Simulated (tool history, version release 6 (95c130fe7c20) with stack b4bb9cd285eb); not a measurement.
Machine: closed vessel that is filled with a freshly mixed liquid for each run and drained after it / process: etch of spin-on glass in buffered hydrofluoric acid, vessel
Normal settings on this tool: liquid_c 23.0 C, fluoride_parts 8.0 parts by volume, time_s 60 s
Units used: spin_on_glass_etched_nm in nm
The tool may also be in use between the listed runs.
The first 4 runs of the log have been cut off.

run,hour,liquid_c,fluoride_parts,time_s,"read-back film thickness of the spin-on glass reference wafer, read on the same gauge (nm)",spin_on_glass_etched_nm
5,83.1,23.0,8.0,80,100.01,217.99
6,118.9,23.0,8.0,60,100.02,164.08
7,152.1,23.0,8.0,45,100.00,121.97
8,180.0,23.0,8.0,45,100.01,121.24
9,197.7,23.0,8.0,45,99.99,122.00
10,231.9,23.0,8.0,60,100.01,161.42
11,254.1,20.0,8.0,60,100.00,136.21
12,289.3,24.5,5.5,60,100.00,249.11
13,319.4,21.5,6.0,85,100.01,275.85
14,347.7,23.0,9.5,60,99.98,137.87
# hour 353.0: gauge calibrated
15,381.1,21.5,5.5,60,100.00,209.33
16,396.3,23.0,8.0,60,100.01,157.09
# hour 407.6: thermometer replaced
17,422.0,23.0,8.0,60,99.96,164.17
18,435.6,23.0,8.0,40,99.98,108.57
# hour 458.0: hydrofluoric acid flow meter replaced
19,462.9,23.0,8.0,60,100.04,170.83
20,514.8,23.0,8.0,60,99.99,170.29
21,537.2,23.0,8.0,60,100.04,171.38
22,614.4,20.0,5.5,70,99.99,236.95
23,631.9,27.0,8.0,60,99.99,209.97
24,649.7,18.5,9.5,45,99.99,83.11
25,673.2,27.5,7.0,50,100.00,202.86
26,692.8,26.0,10.0,75,100.03,202.57
27,783.2,23.0,10.0,30,100.00,68.06
28,795.8,23.0,7.0,35,100.01,110.97

Predict the results of run 29:
29,815.0,19.0,8.0,60,?,?

{"run 29": {"read-back film thickness of the spin-on glass reference wafer, read on the same gauge (nm)": 100.01, "spin_on_glass_etched_nm": 130.47}}
Were there no unlogged condition in the tool, this run, its random variation unchanged, would have produced spin_on_glass_etched_nm 137.35 nm.
